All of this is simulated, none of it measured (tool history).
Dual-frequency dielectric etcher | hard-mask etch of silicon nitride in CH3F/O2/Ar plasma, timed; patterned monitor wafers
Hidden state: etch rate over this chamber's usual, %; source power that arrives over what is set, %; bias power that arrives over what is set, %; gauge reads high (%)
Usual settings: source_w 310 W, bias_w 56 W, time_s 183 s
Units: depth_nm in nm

| run | day | source_w | bias_w | time_s | wafers since the last listed run | hours since the last wet clean | hours since the last source power generator calibration | hours since the last bias power generator calibration | hours since the last upper electrode change | hours since the gauge calibration | read-back reference wafer on the same gauge, depth_nm | depth_nm |
|---|---|---|---|---|---|---|---|---|---|---|---|---|
| 1 | 0 | 310 | 56 | 217 | 0 | 251 | 2124.8 | 1507.3 | 2128.5 | 1207.8 | 109 | 118.3 |
| 2 | 1.267 | 310 | 56 | 217 | 134 | 281.4 | 2155.2 | 1537.7 | 2158.9 | 1238.2 | 109 | 118.5 |
| 3 | 3.112 | 310 | 47 | 212.5 | 195 | 325.7 | 2199.5 | 1582 | 2203.2 | 1282.5 | 109 | 107.8 |
| 4 | 5.942 | 310 | 47 | 212.5 | 299 | 393.6 | 2267.4 | 1649.9 | 2271.1 | 1350.4 | 108.9 | 107.7 |
| 5 | 8.162 | 310 | 47 | 212.5 | 235 | 446.9 | 2320.7 | 1703.2 | 2324.4 | 1403.7 | 109 | 107.9 |
|  | 9.346 | wet clean of the chamber |
| 6 | 10.708 | 310 | 56 | 142.5 | 163 | 32.7 | 2381.8 | 1764.3 | 2385.5 | 1464.8 | 109.1 | 77 |
| 7 | 13.288 | 310 | 56 | 142.5 | 273 | 94.6 | 2443.7 | 1826.2 | 2447.4 | 1526.7 | 109 | 76.8 |
| 8 | 14.662 | 310 | 56 | 183 | 145 | 127.6 | 2476.7 | 1859.2 | 2480.4 | 1559.7 | 109 | 98.3 |
| 9 | 17.612 | 310 | 56 | 183 | 312 | 198.4 | 2547.5 | 1930 | 2551.2 | 1630.5 | 108.9 | 98.9 |
|  | 19.612 | upper electrode replaced |
| 10 | 19.754 | 310 | 56 | 183 | 120 | 249.8 | 2598.9 | 1981.4 | 3.4 | 1681.9 | 109 | 98.5 |
| 11 | 21.625 | 280 | 56 | 183 | 198 | 294.7 | 2643.8 | 2026.3 | 48.3 | 1726.8 | 109 | 94.2 |
|  | 23.429 | gauge calibrated |
| 12 | 24.546 | 360 | 56 | 183 | 309 | 364.8 | 2713.9 | 2096.4 | 118.4 | 26.8 | 109 | 103.6 |
|  | 25.554 | wet clean of the chamber, repeated, since the last time left the tool worse |
| 13 | 25.646 | 310 | 56 | 183 | 10 | 2.2 | 2740.3 | 2122.8 | 144.8 | 53.2 | 109 | 100.4 |
| 14 | 27.308 | 310 | 56 | 142.5 | 176 | 42.1 | 2780.2 | 2162.7 | 184.7 | 93.1 | 108.9 | 78.5 |
| 15 | 29.867 | 260 | 62 | 144.5 | 270 | 103.5 | 2841.6 | 2224.1 | 246.1 | 154.5 | 109 | 77.4 |
| 16 | 31.238 | 360 | 67 | 160.5 | 145 | 136.4 | 2874.5 | 2257 | 279 | 187.4 | 109 | 100 |
| 17 | 34.033 | 310 | 56 | 183 | 296 | 203.5 | 2941.6 | 2324.1 | 346.1 | 254.5 | 109 | 100.4 |
| 18 | 36.371 | 380 | 45 | 226.5 | 247 | 259.6 | 2997.7 | 2380.2 | 402.2 | 310.6 | 109 | 122.5 |
|  | 37.662 | source power generator calibrated |
| 19 | 38.067 | 360 | 70 | 183 | 161 | 300.3 | 9.7 | 2420.9 | 442.9 | 351.3 | 108.9 | 115.8 |
| 20 | 39.579 | 310 | 56 | 209.5 | 160 | 336.6 | 46 | 2457.2 | 479.2 | 387.6 | 108.8 | 114.1 |
| 21 | 42.396 | 280 | 44 | 146.5 | 298 | 404.2 | 113.6 | 2524.8 | 546.8 | 455.2 | 108.9 | 69.3 |
| 22 | 43.8 | 310 | 56 | 212.5 | 148 | 437.9 | 147.3 | 2558.5 | 580.5 | 488.9 | 108.9 | 115.6 |
|  | 44.879 | wet clean of the chamber |
| 23 | 46.338 | 270 | 56 | 183 | 162 | 35 | 208.2 | 2619.4 | 641.4 | 549.8 | 108.9 | 95 |
|  | 46.829 | bias power generator calibrated |
| 24 | 47.975 | 340 | 56 | 183 | 155 | 74.3 | 247.5 | 27.5 | 680.7 | 589.1 | 109 | 103.5 |
| 25 | 55.321 | 380 | 50 | 183 | 777 | 250.6 | 423.8 | 203.8 | 857 | 765.4 | 109 | 103.5 |
| 26 | 57.883 | 380 | 49 | 145.5 | 271 | 312.1 | 485.3 | 265.3 | 918.5 | 826.9 | 109 | 81.4 |
| 27 | 60.592 | 310 | 56 | 183 | 286 | 377.1 | 550.3 | 330.3 | 983.5 | 891.9 | 109 | 99.5 |
| 28 | 63.404 | 310 | 56 | 183 | 297 | 444.6 | 617.8 | 397.8 | 1051 | 959.4 | 109 | 99.2 |
| 29 | 65.708 | 310 | 56 | 183 | 243 | 499.9 | 673.1 | 453.1 | 1106.3 | 1014.7 | 109 | 99.7 |

The same runs without the tool's hidden state, with the same run-to-run variation:
| run | depth_nm |
|---|---|
| 1 | 118.9 |
| 2 | 119.2 |
| 3 | 108.5 |
| 4 | 108.6 |
| 5 | 108.9 |
| 6 | 78.3 |
| 7 | 78.2 |
| 8 | 100.2 |
| 9 | 100.9 |
| 10 | 100.6 |
| 11 | 96.3 |
| 12 | 106.1 |
| 13 | 100.3 |
| 14 | 78.5 |
| 15 | 77.5 |
| 16 | 100.2 |
| 17 | 100.7 |
| 18 | 123.1 |
| 19 | 116.5 |
| 20 | 114.8 |
| 21 | 69.8 |
| 22 | 116.6 |
| 23 | 95.1 |
| 24 | 103.7 |
| 25 | 104.1 |
| 26 | 82 |
| 27 | 100.2 |
| 28 | 100.1 |
| 29 | 100.8 |
